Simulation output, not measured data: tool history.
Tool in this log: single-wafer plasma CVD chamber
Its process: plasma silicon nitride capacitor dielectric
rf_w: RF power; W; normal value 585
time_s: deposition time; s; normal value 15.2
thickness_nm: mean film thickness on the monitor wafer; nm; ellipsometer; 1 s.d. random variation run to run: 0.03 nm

run,hour,rf_w,time_s,wafers since the last listed run,hours since the last RF generator calibration,hours since the showerhead was replaced,hours since the gauge calibration,"read-back reference wafer on the same gauge, thickness_nm",thickness_nm
1,0,615,15.2,0,2080.6,6598.7,135.5,19.315,20.485
2,7.4,615,15.2,163,2088,6606.1,142.9,19.307,20.425
3,14.4,585,15.9,154,2095,6613.1,149.9,19.292,21.029
# hour 17: gauge calibrated
4,31.1,585,15.9,369,2111.7,6629.8,14.1,19.423,21.129
5,43.2,585,15.9,267,2123.8,6641.9,26.2,19.411,21.163
6,50.4,585,15.2,159,2131,6649.1,33.4,19.41,20.15
7,56.8,640,15.2,141,2137.4,6655.5,39.8,19.402,20.781
8,74.3,520,16.9,386,2154.9,6673,57.3,19.405,21.652
9,85.7,585,16.3,252,2166.3,6684.4,68.7,19.402,21.725
10,95.4,620,15.2,214,2176,6694.1,78.4,19.388,20.571
11,102.5,585,15.2,156,2183.1,6701.2,85.5,19.382,20.222
# hour 143.5: showerhead replaced
12,146.8,585,15.2,802,2227.4,3.3,129.8,19.338,20.151
13,160.5,555,13.3,302,2241.1,17,143.5,19.322,17.306
14,170.8,625,13.8,227,2251.4,27.3,153.8,19.299,18.622
15,188,480,15.2,380,2268.6,44.5,171,19.283,18.827
# hour 197.1: gauge calibrated
# hour 199.1: RF generator calibrated
16,199.6,690,16.4,79,0.5,56.1,2.5,19.409,22.959
17,215.2,585,14.4,344,16.1,71.7,18.1,19.409,19.148
18,232,700,15.2,371,32.9,88.5,34.9,19.4,21.357
19,244.6,585,18.1,278,45.5,101.1,47.5,19.402,23.979
20,252.4,585,15.2,172,53.3,108.9,55.3,19.389,20.185
21,263.5,625,15.2,245,64.4,120,66.4,19.398,20.646
22,299.4,585,15.2,793,100.3,155.9,102.3,19.362,20.146
23,315.7,585,15.2,360,116.6,172.2,118.6,19.349,20.136
24,331.9,630,17.3,358,132.8,188.4,134.8,19.328,23.442

4 options for the next run, each taken on its own from the tool as it stands now. Forecast them:
A,332.3,585,15.2,8,133.2,188.8,135.2,?,?
B,332.3,505,17,8,133.2,188.8,135.2,?,?
C,332.3,680,14.2,8,133.2,188.8,135.2,?,?
D,332.3,645,15.2,8,133.2,188.8,135.2,?,?

run,"read-back reference wafer on the same gauge, thickness_nm",thickness_nm
A,19.323,20.126
B,19.323,21.478
C,19.323,19.719
D,19.323,20.758
Without the tool's unlogged condition, the same runs would have read:
run,thickness_nm
A,20.2
B,21.556
C,19.791
D,20.834
